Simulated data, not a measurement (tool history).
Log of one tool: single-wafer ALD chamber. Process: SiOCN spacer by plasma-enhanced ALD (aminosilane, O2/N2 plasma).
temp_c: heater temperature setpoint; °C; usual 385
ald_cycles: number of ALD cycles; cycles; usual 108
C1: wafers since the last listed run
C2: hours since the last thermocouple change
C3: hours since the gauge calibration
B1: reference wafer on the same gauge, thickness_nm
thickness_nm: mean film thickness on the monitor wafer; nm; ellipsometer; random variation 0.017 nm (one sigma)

{"run": 1, "hour": 0.0, "temp_c": 385, "ald_cycles": 121, "C1": 0, "C2": 376.7, "C3": 581.1, "B1": 6.166, "thickness_nm": 7.347}
{"run": 2, "hour": 33.7, "temp_c": 385, "ald_cycles": 121, "C1": 64, "C2": 410.4, "C3": 614.8, "B1": 6.172, "thickness_nm": 7.366}
{"run": 3, "hour": 69.5, "temp_c": 385, "ald_cycles": 121, "C1": 68, "C2": 446.2, "C3": 650.6, "B1": 6.17, "thickness_nm": 7.358}
{"run": 4, "hour": 90.3, "temp_c": 385, "ald_cycles": 108, "C1": 39, "C2": 467.0, "C3": 671.4, "B1": 6.165, "thickness_nm": 6.566}
{"run": 5, "hour": 113.3, "temp_c": 385, "ald_cycles": 108, "C1": 43, "C2": 490.0, "C3": 694.4, "B1": 6.152, "thickness_nm": 6.584}
{"run": 6, "hour": 134.8, "temp_c": 373, "ald_cycles": 93, "C1": 40, "C2": 511.5, "C3": 715.9, "B1": 6.159, "thickness_nm": 5.667}
{"run": 7, "hour": 147.6, "temp_c": 385, "ald_cycles": 108, "C1": 24, "C2": 524.3, "C3": 728.7, "B1": 6.159, "thickness_nm": 6.53}
{"run": 8, "hour": 167.7, "temp_c": 385, "ald_cycles": 108, "C1": 38, "C2": 544.4, "C3": 748.8, "B1": 6.154, "thickness_nm": 6.562}
{"run": 9, "hour": 181.2, "temp_c": 385, "ald_cycles": 108, "C1": 25, "C2": 557.9, "C3": 762.3, "B1": 6.154, "thickness_nm": 6.561}
{"run": 10, "hour": 213.1, "temp_c": 385, "ald_cycles": 108, "C1": 60, "C2": 589.8, "C3": 794.2, "B1": 6.152, "thickness_nm": 6.538}
{"run": 11, "hour": 247.3, "temp_c": 385, "ald_cycles": 114, "C1": 65, "C2": 624.0, "C3": 828.4, "B1": 6.152, "thickness_nm": 6.897}
{"run": 12, "hour": 261.8, "temp_c": 385, "ald_cycles": 114, "C1": 27, "C2": 638.5, "C3": 842.9, "B1": 6.147, "thickness_nm": 6.912}
{"run": 13, "hour": 286.8, "temp_c": 385, "ald_cycles": 114, "C1": 47, "C2": 663.5, "C3": 867.9, "B1": 6.145, "thickness_nm": 6.921}
{"run": 14, "hour": 319.3, "temp_c": 385, "ald_cycles": 108, "C1": 61, "C2": 696.0, "C3": 900.4, "B1": 6.149, "thickness_nm": 6.564}
{"run": 15, "hour": 334.9, "temp_c": 381, "ald_cycles": 108, "C1": 29, "C2": 711.6, "C3": 916.0, "B1": 6.142, "thickness_nm": 6.513}
{"run": 16, "hour": 358.7, "temp_c": 381, "ald_cycles": 108, "C1": 45, "C2": 735.4, "C3": 939.8, "B1": 6.142, "thickness_nm": 6.568}
{"run": 17, "hour": 376.7, "temp_c": 381, "ald_cycles": 108, "C1": 34, "C2": 753.4, "C3": 957.8, "B1": 6.136, "thickness_nm": 6.549}
{"run": 18, "hour": 410.4, "temp_c": 385, "ald_cycles": 108, "C1": 64, "C2": 787.1, "C3": 991.5, "B1": 6.134, "thickness_nm": 6.538}
{"run": 19, "hour": 428.2, "temp_c": 395, "ald_cycles": 99, "C1": 33, "C2": 804.9, "C3": 1009.3, "B1": 6.133, "thickness_nm": 6.019}
{"run": 20, "hour": 450.4, "temp_c": 395, "ald_cycles": 99, "C1": 42, "C2": 827.1, "C3": 1031.5, "B1": 6.133, "thickness_nm": 5.987}
{"hour": 520.4, "done": "gauge calibrated"}
{"run": 21, "hour": 522.6, "temp_c": 376, "ald_cycles": 108, "C1": 137, "C2": 899.3, "C3": 2.2, "B1": 6.252, "thickness_nm": 6.685}
{"run": 22, "hour": 537.9, "temp_c": 390, "ald_cycles": 100, "C1": 29, "C2": 914.6, "C3": 17.5, "B1": 6.252, "thickness_nm": 6.181}
{"run": 23, "hour": 567.3, "temp_c": 385, "ald_cycles": 108, "C1": 56, "C2": 944.0, "C3": 46.9, "B1": 6.255, "thickness_nm": 6.66}
{"run": 24, "hour": 581.2, "temp_c": 389, "ald_cycles": 102, "C1": 26, "C2": 957.9, "C3": 60.8, "B1": 6.249, "thickness_nm": 6.315}
{"run": 25, "hour": 614.8, "temp_c": 371, "ald_cycles": 115, "C1": 64, "C2": 991.5, "C3": 94.4, "B1": 6.245, "thickness_nm": 7.101}
{"run": 26, "hour": 641.7, "temp_c": 374, "ald_cycles": 100, "C1": 51, "C2": 1018.4, "C3": 121.3, "B1": 6.243, "thickness_nm": 6.156}
{"run": 27, "hour": 676.3, "temp_c": 391, "ald_cycles": 108, "C1": 65, "C2": 1053.0, "C3": 155.9, "B1": 6.239, "thickness_nm": 6.647}
{"run": 28, "hour": 704.8, "temp_c": 385, "ald_cycles": 108, "C1": 54, "C2": 1081.5, "C3": 184.4, "B1": 6.245, "thickness_nm": 6.63}
{"hour": 718.7, "done": "thermocouple changed; heater temperature recalibrated"}
{"run": 29, "hour": 719.2, "temp_c": 385, "ald_cycles": 108, "C1": 12, "C2": 0.5, "C3": 198.8, "B1": 6.238, "thickness_nm": 6.638}
{"run": 30, "hour": 738.5, "temp_c": 385, "ald_cycles": 89, "C1": 36, "C2": 19.8, "C3": 218.1, "B1": 6.236, "thickness_nm": 5.47}
{"run": 31, "hour": 764.2, "temp_c": 390, "ald_cycles": 102, "C1": 48, "C2": 45.5, "C3": 243.8, "B1": 6.237, "thickness_nm": 6.293}
{"run": 32, "hour": 786.6, "temp_c": 393, "ald_cycles": 115, "C1": 42, "C2": 67.9, "C3": 266.2, "B1": 6.225, "thickness_nm": 7.096}
{"run": 33, "hour": 800.1, "temp_c": 397, "ald_cycles": 120, "C1": 25, "C2": 81.4, "C3": 279.7, "B1": 6.231, "thickness_nm": 7.398}
{"run": 34, "hour": 880.1, "temp_c": 385, "ald_cycles": 91, "C1": 152, "C2": 161.4, "C3": 359.7, "B1": 6.224, "thickness_nm": 5.594}
{"run": 35, "hour": 898.3, "temp_c": 390, "ald_cycles": 129, "C1": 34, "C2": 179.6, "C3": 377.9, "B1": 6.224, "thickness_nm": 7.921}
{"run": 36, "hour": 929.3, "temp_c": 385, "ald_cycles": 108, "C1": 59, "C2": 210.6, "C3": 408.9, "B1": 6.221, "thickness_nm": 6.627}
{"run": 37, "hour": 956.6, "temp_c": 391, "ald_cycles": 99, "C1": 52, "C2": 237.9, "C3": 436.2, "B1": 6.211, "thickness_nm": 6.095}
{"run": 38, "hour": 977.2, "temp_c": 371, "ald_cycles": 108, "C1": 39, "C2": 258.5, "C3": 456.8, "B1": 6.211, "thickness_nm": 6.63}
{"run": 39, "hour": 1020.5, "temp_c": 381, "ald_cycles": 129, "C1": 82, "C2": 301.8, "C3": 500.1, "B1": 6.219, "thickness_nm": 7.921}
{"run": 40, "hour": 1033.7, "temp_c": 389, "ald_cycles": 102, "C1": 25, "C2": 315.0, "C3": 513.3, "B1": 6.212, "thickness_nm": 6.258}
{"run": 41, "hour": 1051.0, "temp_c": 380, "ald_cycles": 115, "C1": 32, "C2": 332.3, "C3": 530.6, "B1": 6.205, "thickness_nm": 7.04}
{"run": 42, "hour": 1065.8, "temp_c": 392, "ald_cycles": 108, "C1": 28, "C2": 347.1, "C3": 545.4, "B1": 6.206, "thickness_nm": 6.623}
{"run": 43, "hour": 1080.4, "temp_c": 385, "ald_cycles": 129, "C1": 27, "C2": 361.7, "C3": 560.0, "B1": 6.206, "thickness_nm": 7.924}

Forecast each of these 4 alternatives for the next run:
{"run": "A", "hour": 1081.0, "temp_c": 385, "ald_cycles": 108, "C1": 1, "C2": 362.3, "C3": 560.6, "B1": "?", "thickness_nm": "?"}
{"run": "B", "hour": 1081.0, "temp_c": 371, "ald_cycles": 95, "C1": 1, "C2": 362.3, "C3": 560.6, "B1": "?", "thickness_nm": "?"}
{"run": "C", "hour": 1081.0, "temp_c": 373, "ald_cycles": 123, "C1": 1, "C2": 362.3, "C3": 560.6, "B1": "?", "thickness_nm": "?"}
{"run": "D", "hour": 1081.0, "temp_c": 394, "ald_cycles": 108, "C1": 1, "C2": 362.3, "C3": 560.6, "B1": "?", "thickness_nm": "?"}

run=A B1=6.209 thickness_nm=6.638
run=B B1=6.209 thickness_nm=5.839
run=C B1=6.209 thickness_nm=7.560
run=D B1=6.209 thickness_nm=6.638
Without the tool's hidden state the same runs would have given:
run=A thickness_nm=6.684
run=B thickness_nm=5.880
run=C thickness_nm=7.613
run=D thickness_nm=6.684

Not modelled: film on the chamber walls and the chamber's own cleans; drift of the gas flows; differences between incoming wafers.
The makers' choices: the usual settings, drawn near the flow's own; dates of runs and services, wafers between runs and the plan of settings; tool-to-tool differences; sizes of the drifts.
